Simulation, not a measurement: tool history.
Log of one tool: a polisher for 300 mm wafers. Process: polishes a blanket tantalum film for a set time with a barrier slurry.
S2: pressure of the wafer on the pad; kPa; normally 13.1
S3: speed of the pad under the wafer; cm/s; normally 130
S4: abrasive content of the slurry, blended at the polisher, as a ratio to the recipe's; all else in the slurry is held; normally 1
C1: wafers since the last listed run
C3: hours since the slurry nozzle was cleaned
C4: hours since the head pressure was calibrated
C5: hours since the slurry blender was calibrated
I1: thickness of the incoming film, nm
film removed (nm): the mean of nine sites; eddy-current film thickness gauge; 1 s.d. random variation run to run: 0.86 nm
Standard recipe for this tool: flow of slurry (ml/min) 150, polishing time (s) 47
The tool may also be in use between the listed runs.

{"run": 1, "hour": 0.0, "flow of slurry (ml/min)": 150, "S2": 9.7, "S3": 130, "S4": 1, "polishing time (s)": 55, "C1": 0, "wafers polished on this pad": 955, "C3": 77, "C4": 810.4, "C5": 99.8, "I1": 390.8, "film removed (nm)": 91}
{"run": 2, "hour": 16.2, "flow of slurry (ml/min)": 150, "S2": 13.1, "S3": 130, "S4": 1, "polishing time (s)": 54, "C1": 206, "wafers polished on this pad": 1162, "C3": 93.2, "C4": 826.6, "C5": 116, "I1": 383.3, "film removed (nm)": 105.9}
{"run": 3, "hour": 47.9, "flow of slurry (ml/min)": 150, "S2": 13.1, "S3": 130, "S4": 1, "polishing time (s)": 54, "C1": 404, "wafers polished on this pad": 1567, "C3": 124.9, "C4": 858.3, "C5": 147.7, "I1": 390, "film removed (nm)": 105.8}
{"run": 4, "hour": 68.4, "flow of slurry (ml/min)": 150, "S2": 13.1, "S3": 130, "S4": 1, "polishing time (s)": 54, "C1": 261, "wafers polished on this pad": 1828, "C3": 145.4, "C4": 878.8, "C5": 168.2, "I1": 388.8, "film removed (nm)": 107.6}
{"run": 5, "hour": 80.5, "flow of slurry (ml/min)": 150, "S2": 13.1, "S3": 130, "S4": 1, "polishing time (s)": 47, "C1": 154, "wafers polished on this pad": 1983, "C3": 157.5, "C4": 890.9, "C5": 180.3, "I1": 391.8, "film removed (nm)": 92.1}
{"run": 6, "hour": 115.9, "flow of slurry (ml/min)": 150, "S2": 13.1, "S3": 152, "S4": 1, "polishing time (s)": 47, "C1": 451, "wafers polished on this pad": 2434, "C3": 192.9, "C4": 926.3, "C5": 215.7, "I1": 381, "film removed (nm)": 108.4}
{"run": 7, "hour": 138.9, "flow of slurry (ml/min)": 150, "S2": 13.1, "S3": 172, "S4": 0.8, "polishing time (s)": 47, "C1": 293, "wafers polished on this pad": 2728, "C3": 215.9, "C4": 949.3, "C5": 238.7, "I1": 389.9, "film removed (nm)": 116.5}
{"hour": 167.9, "done": "worn pad replaced by a new one"}
{"run": 8, "hour": 168.4, "flow of slurry (ml/min)": 150, "S2": 17.2, "S3": 112, "S4": 1, "polishing time (s)": 38, "C1": 325, "wafers polished on this pad": 6, "C3": 245.4, "C4": 978.8, "C5": 268.2, "I1": 386.4, "film removed (nm)": 76.3}
{"run": 9, "hour": 199.6, "flow of slurry (ml/min)": 150, "S2": 13.1, "S3": 130, "S4": 1, "polishing time (s)": 47, "C1": 398, "wafers polished on this pad": 404, "C3": 276.6, "C4": 1010, "C5": 299.4, "I1": 386, "film removed (nm)": 91.1}
{"hour": 229.5, "done": "head pressure recalibrated"}
{"hour": 252.5, "done": "slurry blender recalibrated"}
{"run": 10, "hour": 258.5, "flow of slurry (ml/min)": 150, "S2": 13.1, "S3": 130, "S4": 1, "polishing time (s)": 47, "C1": 700, "wafers polished on this pad": 1105, "C3": 335.5, "C4": 29, "C5": 6, "I1": 391.3, "film removed (nm)": 90.2}
{"run": 11, "hour": 292.8, "flow of slurry (ml/min)": 150, "S2": 13.1, "S3": 172, "S4": 0.85, "polishing time (s)": 59, "C1": 437, "wafers polished on this pad": 1543, "C3": 369.8, "C4": 63.3, "C5": 40.3, "I1": 385.2, "film removed (nm)": 144.3}
{"run": 12, "hour": 315.7, "flow of slurry (ml/min)": 180, "S2": 13.1, "S3": 174, "S4": 1, "polishing time (s)": 47, "C1": 292, "wafers polished on this pad": 1835, "C3": 392.7, "C4": 86.2, "C5": 63.2, "I1": 396, "film removed (nm)": 124.2}
{"run": 13, "hour": 339.0, "flow of slurry (ml/min)": 150, "S2": 13.1, "S3": 174, "S4": 0.75, "polishing time (s)": 42, "C1": 297, "wafers polished on this pad": 2132, "C3": 416, "C4": 109.5, "C5": 86.5, "I1": 384.8, "film removed (nm)": 102}
{"run": 14, "hour": 369.3, "flow of slurry (ml/min)": 150, "S2": 11, "S3": 144, "S4": 1, "polishing time (s)": 60, "C1": 386, "wafers polished on this pad": 2519, "C3": 446.3, "C4": 139.8, "C5": 116.8, "I1": 390.1, "film removed (nm)": 116}
{"run": 15, "hour": 392.1, "flow of slurry (ml/min)": 150, "S2": 13.1, "S3": 130, "S4": 0.7, "polishing time (s)": 57, "C1": 290, "wafers polished on this pad": 2810, "C3": 469.1, "C4": 162.6, "C5": 139.6, "I1": 389.7, "film removed (nm)": 102.9}
{"run": 16, "hour": 419.5, "flow of slurry (ml/min)": 150, "S2": 13.1, "S3": 130, "S4": 1, "polishing time (s)": 47, "C1": 349, "wafers polished on this pad": 3160, "C3": 496.5, "C4": 190, "C5": 167, "I1": 390.4, "film removed (nm)": 88.1}
{"run": 17, "hour": 433.7, "flow of slurry (ml/min)": 105, "S2": 13.1, "S3": 130, "S4": 1, "polishing time (s)": 62, "C1": 181, "wafers polished on this pad": 3341, "C3": 510.7, "C4": 204.2, "C5": 181.2, "I1": 385.5, "film removed (nm)": 109.1}
{"hour": 446.3, "done": "worn pad replaced by a new one, of another model than before"}
{"run": 18, "hour": 452.0, "flow of slurry (ml/min)": 185, "S2": 13.1, "S3": 130, "S4": 1, "polishing time (s)": 61, "C1": 182, "wafers polished on this pad": 72, "C3": 529, "C4": 222.5, "C5": 199.5, "I1": 386.1, "film removed (nm)": 120.5}
{"run": 19, "hour": 466.4, "flow of slurry (ml/min)": 130, "S2": 15.9, "S3": 162, "S4": 1, "polishing time (s)": 47, "C1": 183, "wafers polished on this pad": 256, "C3": 543.4, "C4": 236.9, "C5": 213.9, "I1": 392, "film removed (nm)": 125.6}
{"run": 20, "hour": 482.5, "flow of slurry (ml/min)": 130, "S2": 13.1, "S3": 130, "S4": 1, "polishing time (s)": 47, "C1": 205, "wafers polished on this pad": 461, "C3": 559.5, "C4": 253, "C5": 230, "I1": 392.4, "film removed (nm)": 87.9}
{"run": 21, "hour": 541.2, "flow of slurry (ml/min)": 150, "S2": 15.9, "S3": 162, "S4": 1, "polishing time (s)": 47, "C1": 749, "wafers polished on this pad": 1211, "C3": 618.2, "C4": 311.7, "C5": 288.7, "I1": 387.6, "film removed (nm)": 126.9}
{"run": 22, "hour": 561.3, "flow of slurry (ml/min)": 120, "S2": 17.2, "S3": 130, "S4": 1.15, "polishing time (s)": 34, "C1": 256, "wafers polished on this pad": 1467, "C3": 638.3, "C4": 331.8, "C5": 308.8, "I1": 390.9, "film removed (nm)": 85.5}
{"hour": 574.7, "done": "slurry blender recalibrated"}
{"run": 23, "hour": 583.3, "flow of slurry (ml/min)": 150, "S2": 13.1, "S3": 172, "S4": 1, "polishing time (s)": 58, "C1": 255, "wafers polished on this pad": 1722, "C3": 660.3, "C4": 353.8, "C5": 8.6, "I1": 390.8, "film removed (nm)": 136.7}
{"run": 24, "hour": 618.9, "flow of slurry (ml/min)": 105, "S2": 8.3, "S3": 168, "S4": 1, "polishing time (s)": 35, "C1": 454, "wafers polished on this pad": 2177, "C3": 695.9, "C4": 389.4, "C5": 44.2, "I1": 392.7, "film removed (nm)": 48}
{"run": 25, "hour": 631.0, "flow of slurry (ml/min)": 110, "S2": 13.1, "S3": 130, "S4": 1, "polishing time (s)": 47, "C1": 154, "wafers polished on this pad": 2331, "C3": 708, "C4": 401.5, "C5": 56.3, "I1": 388.2, "film removed (nm)": 83.9}
{"run": 26, "hour": 650.0, "flow of slurry (ml/min)": 150, "S2": 17.2, "S3": 130, "S4": 1, "polishing time (s)": 47, "C1": 242, "wafers polished on this pad": 2573, "C3": 727, "C4": 420.5, "C5": 75.3, "I1": 388.5, "film removed (nm)": 115.7}
{"run": 27, "hour": 685.6, "flow of slurry (ml/min)": 150, "S2": 13.1, "S3": 130, "S4": 1, "polishing time (s)": 47, "C1": 454, "wafers polished on this pad": 3028, "C3": 762.6, "C4": 456.1, "C5": 110.9, "I1": 384.7, "film removed (nm)": 88.5}
{"run": 28, "hour": 711.5, "flow of slurry (ml/min)": 150, "S2": 13.1, "S3": 130, "S4": 1, "polishing time (s)": 47, "C1": 330, "wafers polished on this pad": 3358, "C3": 788.5, "C4": 482, "C5": 136.8, "I1": 389.3, "film removed (nm)": 88.6}
{"hour": 725.6, "done": "worn pad replaced by a new one"}
{"run": 29, "hour": 781.2, "flow of slurry (ml/min)": 135, "S2": 9.7, "S3": 130, "S4": 0.75, "polishing time (s)": 61, "C1": 838, "wafers polished on this pad": 710, "C3": 858.2, "C4": 551.7, "C5": 206.5, "I1": 387.7, "film removed (nm)": 78.3}

List, for all runs, the conditions of the tool that the log does not record:
removal rate lost through wear of the pad, %: 0 on each run
deviation of the head's pressure from its setpoint, %: 0 on each run
abrasive missing from the slurry, %: 0 on each run
H1: slurry flow missing at the pad, %
run=1 H1=6.94
run=2 H1=7.69
run=3 H1=9.18
run=4 H1=10.1
run=5 H1=10.7
run=6 H1=12.4
run=7 H1=13.4
run=8 H1=14.8
run=9 H1=16.3
run=10 H1=19
run=11 H1=20.6
run=12 H1=21.7
run=13 H1=22.8
run=14 H1=24.2
run=15 H1=25.3
run=16 H1=26.6
run=17 H1=27.2
run=18 H1=28.1
run=19 H1=28.8
run=20 H1=29.5
run=21 H1=32.3
run=22 H1=33.2
run=23 H1=34.2
run=24 H1=35.9
run=25 H1=36.5
run=26 H1=37.4
run=27 H1=39
run=28 H1=40.2
run=29 H1=43.5
